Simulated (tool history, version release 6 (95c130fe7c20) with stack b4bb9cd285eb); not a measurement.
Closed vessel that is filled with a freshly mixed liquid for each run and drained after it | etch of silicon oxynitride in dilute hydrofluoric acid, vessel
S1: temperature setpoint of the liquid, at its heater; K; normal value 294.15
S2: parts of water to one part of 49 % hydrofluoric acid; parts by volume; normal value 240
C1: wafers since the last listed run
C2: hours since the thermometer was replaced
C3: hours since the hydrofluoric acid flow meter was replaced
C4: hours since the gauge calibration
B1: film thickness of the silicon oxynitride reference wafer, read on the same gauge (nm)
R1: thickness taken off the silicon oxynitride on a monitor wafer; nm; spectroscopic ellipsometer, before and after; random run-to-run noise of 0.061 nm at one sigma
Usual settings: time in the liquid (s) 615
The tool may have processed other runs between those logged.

{"run": 1, "hour": 0.0, "S1": 294.15, "S2": 240, "time in the liquid (s)": 615, "C1": 0, "C2": 1429.3, "C3": 294.9, "C4": 247.6, "B1": 110.01, "R1": 9.58}
{"run": 2, "hour": 11.6, "S1": 294.15, "S2": 240, "time in the liquid (s)": 615, "C1": 659, "C2": 1440.9, "C3": 306.5, "C4": 259.2, "B1": 110.01, "R1": 9.58}
{"run": 3, "hour": 28.0, "S1": 294.15, "S2": 240, "time in the liquid (s)": 615, "C1": 932, "C2": 1457.3, "C3": 322.9, "C4": 275.6, "B1": 110.05, "R1": 9.57}
{"hour": 32.4, "done": "gauge calibrated"}
{"run": 4, "hour": 41.3, "S1": 294.15, "S2": 240, "time in the liquid (s)": 615, "C1": 756, "C2": 1470.6, "C3": 336.2, "C4": 8.9, "B1": 109.98, "R1": 9.64}
{"run": 5, "hour": 48.8, "S1": 294.15, "S2": 240, "time in the liquid (s)": 615, "C1": 426, "C2": 1478.1, "C3": 343.7, "C4": 16.4, "B1": 110.01, "R1": 9.6}
{"run": 6, "hour": 66.7, "S1": 294.15, "S2": 240, "time in the liquid (s)": 615, "C1": 1018, "C2": 1496, "C3": 361.6, "C4": 34.3, "B1": 110.03, "R1": 9.48}
{"run": 7, "hour": 82.7, "S1": 294.15, "S2": 240, "time in the liquid (s)": 615, "C1": 910, "C2": 1512, "C3": 377.6, "C4": 50.3, "B1": 109.99, "R1": 9.5}
{"run": 8, "hour": 93.3, "S1": 294.15, "S2": 240, "time in the liquid (s)": 785, "C1": 602, "C2": 1522.6, "C3": 388.2, "C4": 60.9, "B1": 110.02, "R1": 12.35}
{"run": 9, "hour": 110.2, "S1": 294.15, "S2": 240, "time in the liquid (s)": 615, "C1": 961, "C2": 1539.5, "C3": 405.1, "C4": 77.8, "B1": 109.96, "R1": 9.58}
{"hour": 116.1, "done": "hydrofluoric acid flow meter replaced"}
{"run": 10, "hour": 118.6, "S1": 294.15, "S2": 240, "time in the liquid (s)": 615, "C1": 420, "C2": 1547.9, "C3": 2.5, "C4": 86.2, "B1": 110.06, "R1": 9.6}
{"run": 11, "hour": 128.0, "S1": 294.15, "S2": 240, "time in the liquid (s)": 385, "C1": 534, "C2": 1557.3, "C3": 11.9, "C4": 95.6, "B1": 109.99, "R1": 5.92}
{"run": 12, "hour": 135.9, "S1": 294.15, "S2": 315, "time in the liquid (s)": 530, "C1": 449, "C2": 1565.2, "C3": 19.8, "C4": 103.5, "B1": 110.03, "R1": 5.96}
{"hour": 142.3, "done": "thermometer replaced"}
{"run": 13, "hour": 145.8, "S1": 294.15, "S2": 315, "time in the liquid (s)": 530, "C1": 506, "C2": 3.5, "C3": 29.7, "C4": 113.4, "B1": 109.98, "R1": 6.06}
{"run": 14, "hour": 161.3, "S1": 295.65, "S2": 210, "time in the liquid (s)": 480, "C1": 881, "C2": 19, "C3": 45.2, "C4": 128.9, "B1": 109.99, "R1": 9.31}
{"run": 15, "hour": 175.3, "S1": 294.15, "S2": 240, "time in the liquid (s)": 615, "C1": 796, "C2": 33, "C3": 59.2, "C4": 142.9, "B1": 109.97, "R1": 9.47}
{"run": 16, "hour": 187.0, "S1": 290.15, "S2": 270, "time in the liquid (s)": 290, "C1": 665, "C2": 44.7, "C3": 70.9, "C4": 154.6, "B1": 109.95, "R1": 3.3}
{"run": 17, "hour": 200.9, "S1": 294.15, "S2": 240, "time in the liquid (s)": 615, "C1": 790, "C2": 58.6, "C3": 84.8, "C4": 168.5, "B1": 110.07, "R1": 9.61}
{"run": 18, "hour": 214.1, "S1": 294.15, "S2": 240, "time in the liquid (s)": 615, "C1": 750, "C2": 71.8, "C3": 98, "C4": 181.7, "B1": 109.96, "R1": 9.63}
{"run": 19, "hour": 220.3, "S1": 294.15, "S2": 240, "time in the liquid (s)": 785, "C1": 352, "C2": 78, "C3": 104.2, "C4": 187.9, "B1": 110.01, "R1": 12.29}
{"run": 20, "hour": 231.2, "S1": 294.15, "S2": 180, "time in the liquid (s)": 615, "C1": 619, "C2": 88.9, "C3": 115.1, "C4": 198.8, "B1": 109.98, "R1": 13.28}
{"hour": 273.8, "done": "gauge calibrated"}
{"run": 21, "hour": 276.0, "S1": 294.15, "S2": 240, "time in the liquid (s)": 520, "C1": 2548, "C2": 133.7, "C3": 159.9, "C4": 2.2, "B1": 110.07, "R1": 8.19}
{"run": 22, "hour": 284.6, "S1": 294.15, "S2": 185, "time in the liquid (s)": 615, "C1": 489, "C2": 142.3, "C3": 168.5, "C4": 10.8, "B1": 109.96, "R1": 12.9}
{"run": 23, "hour": 294.1, "S1": 290.65, "S2": 175, "time in the liquid (s)": 865, "C1": 540, "C2": 151.8, "C3": 178, "C4": 20.3, "B1": 109.95, "R1": 16.34}
{"run": 24, "hour": 308.0, "S1": 294.15, "S2": 240, "time in the liquid (s)": 880, "C1": 790, "C2": 165.7, "C3": 191.9, "C4": 34.2, "B1": 110.01, "R1": 13.54}
{"run": 25, "hour": 323.8, "S1": 295.65, "S2": 325, "time in the liquid (s)": 945, "C1": 898, "C2": 181.5, "C3": 207.7, "C4": 50, "B1": 110.04, "R1": 10.93}
{"run": 26, "hour": 335.0, "S1": 294.15, "S2": 240, "time in the liquid (s)": 615, "C1": 637, "C2": 192.7, "C3": 218.9, "C4": 61.2, "B1": 109.96, "R1": 9.43}
{"run": 27, "hour": 345.1, "S1": 296.65, "S2": 240, "time in the liquid (s)": 615, "C1": 574, "C2": 202.8, "C3": 229, "C4": 71.3, "B1": 110.04, "R1": 10.57}
{"run": 28, "hour": 356.1, "S1": 296.65, "S2": 180, "time in the liquid (s)": 615, "C1": 625, "C2": 213.8, "C3": 240, "C4": 82.3, "B1": 110, "R1": 15.01}
{"run": 29, "hour": 367.1, "S1": 296.15, "S2": 350, "time in the liquid (s)": 310, "C1": 625, "C2": 224.8, "C3": 251, "C4": 93.3, "B1": 109.98, "R1": 3.36}
{"run": 30, "hour": 379.9, "S1": 294.15, "S2": 240, "time in the liquid (s)": 615, "C1": 728, "C2": 237.6, "C3": 263.8, "C4": 106.1, "B1": 110.03, "R1": 9.64}
{"run": 31, "hour": 386.0, "S1": 290.15, "S2": 310, "time in the liquid (s)": 355, "C1": 346, "C2": 243.7, "C3": 269.9, "C4": 112.2, "B1": 110.01, "R1": 3.45}
{"run": 32, "hour": 396.9, "S1": 291.15, "S2": 275, "time in the liquid (s)": 615, "C1": 619, "C2": 254.6, "C3": 280.8, "C4": 123.1, "B1": 109.98, "R1": 7.19}
{"run": 33, "hour": 403.7, "S1": 294.15, "S2": 240, "time in the liquid (s)": 615, "C1": 386, "C2": 261.4, "C3": 287.6, "C4": 129.9, "B1": 110.03, "R1": 9.49}

Entry by entry between the runs, the difference in hidden state between the last listed run before and the first listed run after:
After run 3, before run 4: gauge calibrated (hour 32.4)
  both runs share identical hidden conditions
After run 9, before run 10: hydrofluoric acid flow meter replaced (hour 116.1)
  both runs share identical hidden conditions
After run 12, before run 13: thermometer replaced (hour 142.3)
  both runs share identical hidden conditions
After run 20, before run 21: gauge calibrated (hour 273.8)
  both runs share identical hidden conditions

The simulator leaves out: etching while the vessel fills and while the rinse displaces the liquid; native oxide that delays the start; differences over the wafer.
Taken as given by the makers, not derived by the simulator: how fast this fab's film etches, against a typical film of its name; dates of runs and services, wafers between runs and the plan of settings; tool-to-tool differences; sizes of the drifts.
